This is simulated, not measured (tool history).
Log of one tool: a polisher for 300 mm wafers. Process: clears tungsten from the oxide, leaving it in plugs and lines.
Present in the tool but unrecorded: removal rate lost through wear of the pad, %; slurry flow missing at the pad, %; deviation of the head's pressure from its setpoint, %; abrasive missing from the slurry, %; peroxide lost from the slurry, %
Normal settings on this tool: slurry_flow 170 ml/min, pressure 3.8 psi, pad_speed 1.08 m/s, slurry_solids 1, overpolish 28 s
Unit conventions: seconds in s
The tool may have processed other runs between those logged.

run	hour	slurry_flow	pressure	pad_speed	slurry_solids	overpolish	wafers since the last listed run	wafers polished on this pad	hours since the slurry nozzle was cleaned	hours since the head pressure was calibrated	hours since the slurry blender was calibrated	hours since the slurry got fresh peroxide	incoming thickness of the incoming film, nm	seconds
1	0.0	170	3.8	1.08	1	28	0	97	366.0	209.0	60.8	58.2	491.3	99.3
2	7.1	170	3.8	1.08	1	28	53	151	373.1	216.1	67.9	65.3	493.7	100.5
# hour 16.3: slurry tank refilled with fresh slurry and peroxide
3	17.6	170	3.8	1.08	1	28	72	224	383.6	226.6	78.4	1.3	506.1	99.1
4	32.5	170	3.8	1.08	1	28	113	337	398.5	241.5	93.3	16.2	492.7	95.9
5	42.6	170	3.8	1.08	1	28	76	414	408.6	251.6	103.4	26.3	508.6	101.8
6	51.8	170	3.8	1.08	1	28	69	484	417.8	260.8	112.6	35.5	504.2	100.6
# hour 80.8: slurry tank refilled with fresh slurry and peroxide
7	96.8	170	3.8	0.98	1	38	334	818	462.8	305.8	157.6	16.0	504.6	109.8
# hour 106.1: head pressure recalibrated
# hour 112.6: slurry blender recalibrated
8	113.1	170	3.8	0.98	1	38	93	912	479.1	7.0	0.5	32.3	498.4	108.1
9	118.0	170	3.8	1.08	1	28	37	949	484.0	11.9	5.4	37.2	507.9	100.7
# hour 127.6: worn pad replaced by a new one
10	128.1	170	3.8	1.08	1	34	46	3	494.1	22.0	15.5	47.3	501.6	99.2
11	133.6	170	3.8	1.08	1	34	41	45	499.6	27.5	21.0	52.8	501.2	100.7
# hour 149.7: slurry nozzle cleaned
# hour 153.6: slurry tank refilled with fresh slurry and peroxide
12	155.3	170	3.8	1.08	1	34	149	195	5.6	49.2	42.7	1.7	505.3	98.4
13	171.5	170	3.8	1.08	1	28	123	318	21.8	65.4	58.9	17.9	500.5	98.3
14	178.8	170	3.8	1.08	1	28	55	373	29.1	72.7	66.2	25.2	504.6	101.1
15	187.3	170	3.8	1.08	1	28	64	438	37.6	81.2	74.7	33.7	492.8	98.3
16	198.9	110	4.9	1.08	1	28	88	526	49.2	92.8	86.3	45.3	504.9	90.3
17	216.1	170	3.8	1.08	1	28	130	657	66.4	110.0	103.5	62.5	507.3	102.9
18	222.5	230	3.8	1.08	1	34	48	705	72.8	116.4	109.9	68.9	501.1	99.0
# hour 225.9: slurry tank refilled with fresh slurry and peroxide
19	237.7	170	4.8	1.08	1	28	107	813	88.0	131.6	125.1	11.8	505.7	87.3
# hour 245.3: worn pad replaced by a new one
20	254.3	170	3.8	1.08	1	23	95	68	104.6	148.2	141.7	28.4	501.7	98.9

Forecast run 21:
# hour 260.6: slurry blender recalibrated
21	267.4	145	3.8	1.08	1	28	84	152	117.7	161.3	6.8	41.5	500.1	?

Run 21 measured seconds 102.2 s.
Minus the tool's unlogged condition, the same run would have read seconds 99.7 s.

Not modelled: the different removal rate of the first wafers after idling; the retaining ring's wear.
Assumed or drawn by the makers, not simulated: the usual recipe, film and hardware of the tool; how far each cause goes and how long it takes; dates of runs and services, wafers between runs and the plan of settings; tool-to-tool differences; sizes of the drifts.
